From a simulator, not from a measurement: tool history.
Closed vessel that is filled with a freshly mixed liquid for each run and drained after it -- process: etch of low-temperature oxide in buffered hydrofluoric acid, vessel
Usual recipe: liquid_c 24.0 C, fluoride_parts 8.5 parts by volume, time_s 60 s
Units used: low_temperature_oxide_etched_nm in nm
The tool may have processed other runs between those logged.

run,hour,liquid_c,fluoride_parts,time_s,"read-back film thickness of the low-temperature oxide reference wafer, read on the same gauge (nm)",low_temperature_oxide_etched_nm
1,0.0,24.0,8.5,60,30.29,138.62
2,80.8,24.0,8.5,60,30.33,137.70
3,167.8,24.0,8.5,60,30.26,138.36
4,269.9,24.0,8.5,60,30.35,138.19
5,343.2,24.0,8.5,60,30.43,137.94
6,383.6,24.0,8.5,60,30.43,138.70
7,443.0,24.0,8.5,60,30.45,138.63
8,533.5,24.0,8.5,60,30.43,138.66
9,617.9,24.0,8.5,60,30.48,138.75
10,685.1,24.0,8.5,60,30.46,140.04
11,730.6,24.0,8.5,60,30.50,139.17
# hour 753.9: thermometer replaced
12,777.2,24.0,8.5,60,30.50,138.61
13,831.7,26.0,8.5,30,30.50,77.92
14,892.2,24.0,8.5,50,30.57,116.65
# hour 912.4: gauge calibrated
15,988.0,27.5,12.0,85,30.04,173.15
16,1075.9,24.0,8.5,60,30.06,136.63
17,1136.7,24.0,9.5,40,30.02,83.10
18,1238.5,24.0,8.5,60,30.05,137.10
19,1341.6,24.0,8.5,60,30.05,136.76
20,1386.8,28.0,5.5,60,30.09,259.78
21,1462.6,24.0,8.5,95,30.05,217.34
22,1709.8,24.0,8.5,60,30.02,137.07
23,1777.9,24.0,8.5,60,30.08,137.30
# hour 1787.8: hydrofluoric acid flow meter replaced
24,1820.7,27.5,5.5,60,30.11,250.57
25,1894.2,27.5,8.5,85,30.05,233.55
26,1980.9,24.0,8.5,60,30.09,136.85
27,2103.3,20.5,10.5,30,30.07,47.43
28,2207.8,24.0,8.5,60,30.08,137.65
29,2308.8,24.0,8.5,60,30.06,137.14
30,2414.4,29.0,8.5,30,30.16,90.14
31,2453.7,28.5,10.5,60,30.12,147.91

What was the tool's hidden state at every run in the log?
liquid hotter than its thermometer reads (K): 0 on each run
hydrofluoric acid flow below the setpoint (%): 0 on each run
H1: gauge reads high (%)
run,H1
1,0.953
2,1.03
3,1.11
4,1.21
5,1.28
6,1.32
7,1.39
8,1.48
9,1.58
10,1.66
11,1.71
12,1.76
13,1.83
14,1.9
15,0.0589
16,0.063
17,0.0676
18,0.0786
19,0.0938
20,0.102
21,0.117
22,0.182
23,0.204
24,0.219
25,0.246
26,0.281
27,0.335
28,0.386
29,0.439
30,0.499
31,0.522
